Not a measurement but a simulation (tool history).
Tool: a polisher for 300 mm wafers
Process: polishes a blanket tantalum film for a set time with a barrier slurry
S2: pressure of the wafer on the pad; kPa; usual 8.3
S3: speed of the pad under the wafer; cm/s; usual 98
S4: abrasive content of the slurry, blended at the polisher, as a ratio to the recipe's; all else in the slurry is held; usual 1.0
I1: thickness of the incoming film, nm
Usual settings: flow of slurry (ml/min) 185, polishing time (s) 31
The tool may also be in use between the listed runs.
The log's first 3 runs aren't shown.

-- hour=154.6 head pressure recalibrated
-- hour=189.3 slurry blender recalibrated
run 4 hour=226.1 | flow_of_slurry_(ml/min)=185 S2=8.3 S3=98 S4=0.8 polishing_time_(s)=31 | I1=179.8 | film_removed_(Å)=248
run 5 hour=295.8 | flow_of_slurry_(ml/min)=185 S2=8.3 S3=98 S4=0.8 polishing_time_(s)=31 | I1=177.4 | film_removed_(Å)=245
-- hour=323.1 worn pad replaced by a new one
run 6 hour=357.7 | flow_of_slurry_(ml/min)=185 S2=8.3 S3=98 S4=1.0 polishing_time_(s)=37 | I1=180.2 | film_removed_(Å)=319
-- hour=373.7 slurry nozzle cleaned
run 7 hour=408.8 | flow_of_slurry_(ml/min)=185 S2=8.3 S3=98 S4=1.0 polishing_time_(s)=31 | I1=181.7 | film_removed_(Å)=270
run 8 hour=495.5 | flow_of_slurry_(ml/min)=185 S2=8.3 S3=98 S4=1.0 polishing_time_(s)=31 | I1=181.7 | film_removed_(Å)=266
run 9 hour=546.6 | flow_of_slurry_(ml/min)=185 S2=8.3 S3=98 S4=1.0 polishing_time_(s)=31 | I1=180.8 | film_removed_(Å)=266
run 10 hour=583.9 | flow_of_slurry_(ml/min)=185 S2=7.6 S3=98 S4=1.0 polishing_time_(s)=31 | I1=178.7 | film_removed_(Å)=247
run 11 hour=665.7 | flow_of_slurry_(ml/min)=245 S2=8.3 S3=98 S4=1.0 polishing_time_(s)=27 | I1=182.4 | film_removed_(Å)=237
-- hour=685.4 slurry blender recalibrated
run 12 hour=771.8 | flow_of_slurry_(ml/min)=185 S2=8.3 S3=84 S4=1.0 polishing_time_(s)=39 | I1=180.7 | film_removed_(Å)=278
-- hour=806.7 worn pad replaced by a new one
-- hour=822.5 head pressure recalibrated
run 13 hour=840.8 | flow_of_slurry_(ml/min)=185 S2=8.3 S3=122 S4=1.1 polishing_time_(s)=31 | I1=179.4 | film_removed_(Å)=339
run 14 hour=878.9 | flow_of_slurry_(ml/min)=185 S2=8.3 S3=122 S4=1.0 polishing_time_(s)=36 | I1=182.6 | film_removed_(Å)=391
run 15 hour=978.8 | flow_of_slurry_(ml/min)=185 S2=9.7 S3=98 S4=1.0 polishing_time_(s)=31 | I1=179.5 | film_removed_(Å)=302
run 16 hour=1041.1 | flow_of_slurry_(ml/min)=140 S2=8.3 S3=90 S4=1.0 polishing_time_(s)=26 | I1=181.3 | film_removed_(Å)=193
-- hour=1110.6 slurry nozzle cleaned
run 17 hour=1111.1 | flow_of_slurry_(ml/min)=185 S2=8.3 S3=66 S4=1.2 polishing_time_(s)=31 | I1=181.3 | film_removed_(Å)=184
run 18 hour=1210.4 | flow_of_slurry_(ml/min)=185 S2=8.3 S3=124 S4=1.0 polishing_time_(s)=31 | I1=181.6 | film_removed_(Å)=330

For run 19, what comes out?
-- hour=1263.0 slurry blender recalibrated
run 19 hour=1305.9 | flow_of_slurry_(ml/min)=185 S2=8.3 S3=66 S4=1.0 polishing_time_(s)=31 | I1=180.2 | film_removed_(Å)=?

{"run 19": {"film removed (Å)": 175}}
Minus the tool's unlogged condition, the same run would have read film removed (Å) 184.
